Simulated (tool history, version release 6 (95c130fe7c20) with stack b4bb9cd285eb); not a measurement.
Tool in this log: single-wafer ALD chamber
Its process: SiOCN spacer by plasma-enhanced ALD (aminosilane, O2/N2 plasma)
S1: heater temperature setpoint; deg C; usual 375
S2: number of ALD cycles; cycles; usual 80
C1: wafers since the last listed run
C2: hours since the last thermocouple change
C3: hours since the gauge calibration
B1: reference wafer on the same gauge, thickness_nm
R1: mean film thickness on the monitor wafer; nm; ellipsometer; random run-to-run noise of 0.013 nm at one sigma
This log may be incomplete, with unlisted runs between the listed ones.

run,day,S1,S2,C1,C2,C3,B1,R1
1,0,387,80,0,1301.1,431.7,4.614,5.06
2,1.238,387,80,117,1330.8,461.4,4.615,5.05
3,2.042,375,80,76,1350.1,480.7,4.62,5.065
4,6.012,375,80,376,1445.4,576,4.609,5.045
5,7.329,378,80,124,1477,607.6,4.605,5.047
6,8.2,375,80,82,1497.9,628.5,4.606,5.048
7,8.996,375,80,75,1517,647.6,4.605,5.062
8,9.983,375,80,93,1540.7,671.3,4.608,5.067
9,11.262,375,80,121,1571.4,702,4.603,5.061
10,12.554,375,80,122,1602.4,733,4.602,5.04
11,13.875,375,73,125,1634.1,764.7,4.604,4.587
12,15.162,375,80,121,1665,795.6,4.601,5.017
13,15.875,375,80,67,1682.1,812.7,4.596,5.062
# day 16.246: thermocouple changed; heater temperature recalibrated
14,16.988,375,91,73,17.8,839.4,4.598,5.748
15,18.012,375,74,97,42.4,864,4.597,4.667
16,18.696,375,74,64,58.8,880.4,4.592,4.667
17,20.071,375,80,130,91.8,913.4,4.595,5.039
18,20.888,375,80,77,111.4,933,4.594,5.035
19,22.158,375,67,120,141.9,963.5,4.593,4.193
20,23.196,386,74,98,166.8,988.4,4.586,4.65
21,24.079,371,68,83,188,1009.6,4.588,4.267
22,25.354,388,86,120,218.6,1040.2,4.584,5.402

Expected results for the next run?
23,26.167,389,88,76,238.1,1059.7,?,?

Run 23 measured B1 4.583, R1 5.52 nm.
On a tool with no hidden condition, and with the same random variation, this run would have come out at R1 5.576 nm.
